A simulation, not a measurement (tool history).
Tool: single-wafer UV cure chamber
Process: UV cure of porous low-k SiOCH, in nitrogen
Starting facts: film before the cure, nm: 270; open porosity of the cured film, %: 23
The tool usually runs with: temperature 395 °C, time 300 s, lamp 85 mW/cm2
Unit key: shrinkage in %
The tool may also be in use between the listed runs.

| run | hour | temperature | time | lamp | wafers since the last listed run | hours since the UV bulbs were replaced | wafers since the quartz window was cleaned | shrinkage |
|---|---|---|---|---|---|---|---|---|
| 1 | 0 | 404 | 300 | 73 | 0 | 40.3 | 1034 | 12.688 |
| 2 | 67.7 | 404 | 300 | 73 | 221 | 108 | 1255 | 12.785 |
| 3 | 173.3 | 395 | 440 | 101 | 345 | 213.6 | 1601 | 15.944 |
| 4 | 263 | 395 | 300 | 109 | 293 | 303.3 | 1894 | 14.266 |
| 5 | 343.2 | 395 | 300 | 109 | 262 | 383.5 | 2157 | 14.271 |
| 6 | 401.9 | 395 | 300 | 85 | 191 | 442.2 | 2349 | 12.744 |
| 7 | 484.7 | 395 | 300 | 85 | 270 | 525 | 2619 | 12.805 |
| 8 | 523.3 | 395 | 300 | 85 | 126 | 563.6 | 2746 | 12.842 |
| 9 | 571.6 | 395 | 300 | 85 | 157 | 611.9 | 2904 | 13.139 |
| 10 | 662.5 | 395 | 300 | 85 | 297 | 702.8 | 3201 | 12.901 |
| 11 | 748.3 | 395 | 300 | 85 | 280 | 788.6 | 3482 | 12.627 |
| 12 | 855.4 | 395 | 300 | 85 | 350 | 895.7 | 3832 | 12.63 |
| 13 | 955.2 | 385 | 300 | 108 | 326 | 995.5 | 4158 | 13.484 |
|  | 968.6 | quartz window cleaned |
| 14 | 1029.7 | 395 | 300 | 85 | 217 | 1070 | 199 | 12.427 |
| 15 | 1126.2 | 395 | 300 | 85 | 315 | 1166.5 | 515 | 12.536 |
| 16 | 1185.9 | 395 | 300 | 85 | 195 | 1226.2 | 710 | 12.479 |
| 17 | 1280.8 | 395 | 300 | 55 | 310 | 1321.1 | 1021 | 10.726 |
| 18 | 1352.9 | 395 | 300 | 85 | 235 | 1393.2 | 1257 | 12.194 |
| 19 | 1440.9 | 395 | 300 | 85 | 287 | 1481.2 | 1544 | 12.414 |
| 20 | 1518.9 | 395 | 300 | 85 | 255 | 1559.2 | 1800 | 12.748 |
| 21 | 1598.3 | 395 | 300 | 85 | 259 | 1638.6 | 2059 | 12.216 |
| 22 | 1687.6 | 404 | 300 | 73 | 292 | 1727.9 | 2351 | 11.691 |
| 23 | 1728.1 | 375 | 445 | 68 | 132 | 1768.4 | 2484 | 13.173 |
| 24 | 1809.9 | 395 | 300 | 74 | 267 | 1850.2 | 2751 | 11.488 |
| 25 | 1883 | 395 | 300 | 85 | 239 | 1923.3 | 2990 | 12.322 |
| 26 | 2006.4 | 395 | 300 | 85 | 403 | 2046.7 | 3394 | 12.362 |
| 27 | 2053.1 | 410 | 460 | 117 | 152 | 2093.4 | 3547 | 16.699 |
| 28 | 2150.1 | 395 | 300 | 85 | 317 | 2190.4 | 3864 | 12.18 |
| 29 | 2253.7 | 411 | 300 | 63 | 338 | 2294 | 4203 | 10.594 |
| 30 | 2355 | 400 | 200 | 109 | 331 | 2395.3 | 4534 | 11.278 |
|  | 2394.6 | UV bulbs replaced |
|  | 2431.9 | quartz window cleaned |
| 31 | 2432.4 | 376 | 195 | 47 | 200 | 37.8 | 1 | 8.029 |
| 32 | 2512.9 | 395 | 300 | 85 | 263 | 118.3 | 264 | 13.201 |
| 33 | 2561.9 | 390 | 300 | 63 | 160 | 167.3 | 425 | 11.819 |
| 34 | 2654.2 | 395 | 300 | 85 | 301 | 259.6 | 727 | 13.119 |
| 35 | 2711.6 | 395 | 300 | 109 | 187 | 317 | 914 | 14.414 |
| 36 | 2764.4 | 414 | 300 | 85 | 172 | 369.8 | 1087 | 13.465 |
| 37 | 2827.2 | 375 | 410 | 85 | 205 | 432.6 | 1292 | 14.526 |
| 38 | 2881 | 395 | 300 | 118 | 175 | 486.4 | 1468 | 14.84 |
| 39 | 2920.9 | 390 | 300 | 112 | 130 | 526.3 | 1599 | 14.439 |
| 40 | 3009.9 | 395 | 300 | 85 | 291 | 615.3 | 1890 | 12.922 |
| 41 | 3075.8 | 412 | 420 | 85 | 215 | 681.2 | 2106 | 15.116 |
| 42 | 3113.6 | 395 | 165 | 47 | 123 | 719 | 2229 | 7.423 |

The logged runs with the hidden state left out (each run's random variation unchanged):
The tool's hidden condition here consists of: lamp output below its setpoint, %; transmission lost against a clean window, %.
| run | shrinkage |
|---|---|
| 1 | 12.819 |
| 2 | 12.949 |
| 3 | 16.165 |
| 4 | 14.525 |
| 5 | 14.569 |
| 6 | 13.056 |
| 7 | 13.158 |
| 8 | 13.215 |
| 9 | 13.544 |
| 10 | 13.344 |
| 11 | 13.103 |
| 12 | 13.16 |
| 13 | 14.07 |
| 14 | 13.036 |
| 15 | 13.2 |
| 16 | 13.172 |
| 17 | 11.454 |
| 18 | 12.958 |
| 19 | 13.24 |
| 20 | 13.64 |
| 21 | 13.115 |
| 22 | 12.63 |
| 23 | 14.195 |
| 24 | 12.485 |
| 25 | 13.392 |
| 26 | 13.51 |
| 27 | 17.961 |
| 28 | 13.398 |
| 29 | 11.792 |
| 30 | 12.577 |
| 31 | 8.102 |
| 32 | 13.321 |
| 33 | 11.958 |
| 34 | 13.303 |
| 35 | 14.63 |
| 36 | 13.702 |
| 37 | 14.802 |
| 38 | 15.141 |
| 39 | 14.757 |
| 40 | 13.27 |
| 41 | 15.515 |
| 42 | 7.771 |
